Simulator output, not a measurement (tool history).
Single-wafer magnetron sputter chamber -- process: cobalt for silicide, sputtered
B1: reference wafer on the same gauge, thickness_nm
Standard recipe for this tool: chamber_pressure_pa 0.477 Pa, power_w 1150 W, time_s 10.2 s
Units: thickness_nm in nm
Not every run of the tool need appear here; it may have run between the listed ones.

{"run": 1, "hour": 0.0, "chamber_pressure_pa": 0.477, "power_w": 1150, "time_s": 10.2, "B1": 5.033, "thickness_nm": 6.018}
{"hour": 40.0, "done": "sputter target and shields replaced"}
{"run": 2, "hour": 89.5, "chamber_pressure_pa": 0.477, "power_w": 1150, "time_s": 10.2, "B1": 5.035, "thickness_nm": 6.098}
{"run": 3, "hour": 162.7, "chamber_pressure_pa": 0.477, "power_w": 1150, "time_s": 10.2, "B1": 5.032, "thickness_nm": 6.092}
{"run": 4, "hour": 215.2, "chamber_pressure_pa": 0.477, "power_w": 1150, "time_s": 10.2, "B1": 5.027, "thickness_nm": 6.024}
{"run": 5, "hour": 308.2, "chamber_pressure_pa": 0.59, "power_w": 1150, "time_s": 10.2, "B1": 5.031, "thickness_nm": 5.765}
{"run": 6, "hour": 348.7, "chamber_pressure_pa": 0.375, "power_w": 1150, "time_s": 10.2, "B1": 5.028, "thickness_nm": 6.287}
{"run": 7, "hour": 388.3, "chamber_pressure_pa": 0.375, "power_w": 1150, "time_s": 10.2, "B1": 5.025, "thickness_nm": 6.28}
{"run": 8, "hour": 447.8, "chamber_pressure_pa": 0.477, "power_w": 1150, "time_s": 10.2, "B1": 5.035, "thickness_nm": 6.023}
{"run": 9, "hour": 511.8, "chamber_pressure_pa": 0.477, "power_w": 1150, "time_s": 10.2, "B1": 5.025, "thickness_nm": 6.023}
{"run": 10, "hour": 556.1, "chamber_pressure_pa": 0.477, "power_w": 1150, "time_s": 10.2, "B1": 5.033, "thickness_nm": 5.998}
{"hour": 610.0, "done": "gauge calibrated"}
{"run": 11, "hour": 663.4, "chamber_pressure_pa": 0.477, "power_w": 1150, "time_s": 10.2, "B1": 5.03, "thickness_nm": 6.007}
{"hour": 705.3, "done": "sputter target and shields replaced"}
{"run": 12, "hour": 762.7, "chamber_pressure_pa": 0.477, "power_w": 1150, "time_s": 10.2, "B1": 5.029, "thickness_nm": 6.092}
{"run": 13, "hour": 861.6, "chamber_pressure_pa": 0.477, "power_w": 1150, "time_s": 10.2, "B1": 5.037, "thickness_nm": 6.059}
{"run": 14, "hour": 920.6, "chamber_pressure_pa": 0.477, "power_w": 1150, "time_s": 10.2, "B1": 5.029, "thickness_nm": 6.045}
{"run": 15, "hour": 1000.6, "chamber_pressure_pa": 0.477, "power_w": 1150, "time_s": 10.2, "B1": 5.027, "thickness_nm": 6.011}
{"hour": 1020.9, "done": "capacitance manometer re-zeroed and calibrated"}
{"run": 16, "hour": 1049.7, "chamber_pressure_pa": 0.543, "power_w": 1000, "time_s": 8.8, "B1": 5.028, "thickness_nm": 4.418}
{"run": 17, "hour": 1100.9, "chamber_pressure_pa": 0.477, "power_w": 1400, "time_s": 10.2, "B1": 5.032, "thickness_nm": 7.322}
{"run": 18, "hour": 1163.6, "chamber_pressure_pa": 0.477, "power_w": 1000, "time_s": 10.8, "B1": 5.03, "thickness_nm": 5.547}
{"hour": 1227.9, "done": "sputter target and shields replaced"}
{"run": 19, "hour": 1255.6, "chamber_pressure_pa": 0.401, "power_w": 1150, "time_s": 10.2, "B1": 5.032, "thickness_nm": 6.312}
{"run": 20, "hour": 1302.8, "chamber_pressure_pa": 0.309, "power_w": 950, "time_s": 10.2, "B1": 5.029, "thickness_nm": 5.382}
{"run": 21, "hour": 1385.9, "chamber_pressure_pa": 0.535, "power_w": 1300, "time_s": 8.4, "B1": 5.027, "thickness_nm": 5.536}
{"run": 22, "hour": 1475.8, "chamber_pressure_pa": 0.59, "power_w": 1150, "time_s": 10.2, "B1": 5.028, "thickness_nm": 5.788}
{"run": 23, "hour": 1524.9, "chamber_pressure_pa": 0.477, "power_w": 1150, "time_s": 10.2, "B1": 5.03, "thickness_nm": 6.026}
{"run": 24, "hour": 1600.0, "chamber_pressure_pa": 0.477, "power_w": 1450, "time_s": 9.2, "B1": 5.029, "thickness_nm": 6.859}
{"run": 25, "hour": 1655.3, "chamber_pressure_pa": 0.477, "power_w": 1350, "time_s": 10.2, "B1": 5.032, "thickness_nm": 7.07}
{"run": 26, "hour": 1698.3, "chamber_pressure_pa": 0.61, "power_w": 950, "time_s": 10.2, "B1": 5.028, "thickness_nm": 4.695}
{"hour": 1783.9, "done": "magnet pack replaced"}
{"run": 27, "hour": 1798.8, "chamber_pressure_pa": 0.587, "power_w": 1150, "time_s": 10.2, "B1": 5.032, "thickness_nm": 5.788}
{"hour": 1858.9, "done": "sputter target and shields replaced"}
{"run": 28, "hour": 1867.9, "chamber_pressure_pa": 0.635, "power_w": 1150, "time_s": 11.9, "B1": 5.031, "thickness_nm": 6.742}
{"run": 29, "hour": 1970.3, "chamber_pressure_pa": 0.6, "power_w": 1150, "time_s": 10.2, "B1": 5.033, "thickness_nm": 5.78}
{"run": 30, "hour": 2012.7, "chamber_pressure_pa": 0.477, "power_w": 1300, "time_s": 11.3, "B1": 5.036, "thickness_nm": 7.592}
{"run": 31, "hour": 2100.8, "chamber_pressure_pa": 0.477, "power_w": 1150, "time_s": 10.2, "B1": 5.037, "thickness_nm": 6.056}
{"run": 32, "hour": 2175.8, "chamber_pressure_pa": 0.477, "power_w": 1150, "time_s": 11.9, "B1": 5.024, "thickness_nm": 7.044}
{"hour": 2266.6, "done": "gauge calibrated"}
{"run": 33, "hour": 2278.0, "chamber_pressure_pa": 0.477, "power_w": 1150, "time_s": 10.2, "B1": 5.031, "thickness_nm": 6.049}
{"run": 34, "hour": 2361.4, "chamber_pressure_pa": 0.477, "power_w": 900, "time_s": 11.1, "B1": 5.038, "thickness_nm": 5.151}
{"run": 35, "hour": 2465.2, "chamber_pressure_pa": 0.635, "power_w": 950, "time_s": 10.2, "B1": 5.028, "thickness_nm": 4.702}
{"hour": 2477.4, "done": "sputter target and shields replaced"}
{"run": 36, "hour": 2506.1, "chamber_pressure_pa": 0.416, "power_w": 1150, "time_s": 10.2, "B1": 5.033, "thickness_nm": 6.291}

Below, each run's measurement less what the same run would have read without the hidden state. Both values contain the same run-to-run variation, but the gauge's scatter may not be the same in both:
What the log doesn't record here: deposition rate above that of a new target (%); true argon pressure above the setpoint (%); gauge reads high (%).
run=1 thickness_nm=-0.139
run=2 thickness_nm=-0.047
run=3 thickness_nm=-0.08
run=4 thickness_nm=-0.096
run=5 thickness_nm=-0.112
run=6 thickness_nm=-0.129
run=7 thickness_nm=-0.133
run=8 thickness_nm=-0.134
run=9 thickness_nm=-0.139
run=10 thickness_nm=-0.141
run=11 thickness_nm=-0.145
run=12 thickness_nm=-0.046
run=13 thickness_nm=-0.086
run=14 thickness_nm=-0.102
run=15 thickness_nm=-0.116
run=16 thickness_nm=-0.09
run=17 thickness_nm=-0.156
run=18 thickness_nm=-0.123
run=19 thickness_nm=-0.028
run=20 thickness_nm=-0.046
run=21 thickness_nm=-0.076
run=22 thickness_nm=-0.101
run=23 thickness_nm=-0.113
run=24 thickness_nm=-0.14
run=25 thickness_nm=-0.15
run=26 thickness_nm=-0.102
run=27 thickness_nm=-0.13
run=28 thickness_nm=-0.008
run=29 thickness_nm=-0.057
run=30 thickness_nm=-0.094
run=31 thickness_nm=-0.097
run=32 thickness_nm=-0.127
run=33 thickness_nm=-0.12
run=34 thickness_nm=-0.107
run=35 thickness_nm=-0.101
run=36 thickness_nm=-0.034

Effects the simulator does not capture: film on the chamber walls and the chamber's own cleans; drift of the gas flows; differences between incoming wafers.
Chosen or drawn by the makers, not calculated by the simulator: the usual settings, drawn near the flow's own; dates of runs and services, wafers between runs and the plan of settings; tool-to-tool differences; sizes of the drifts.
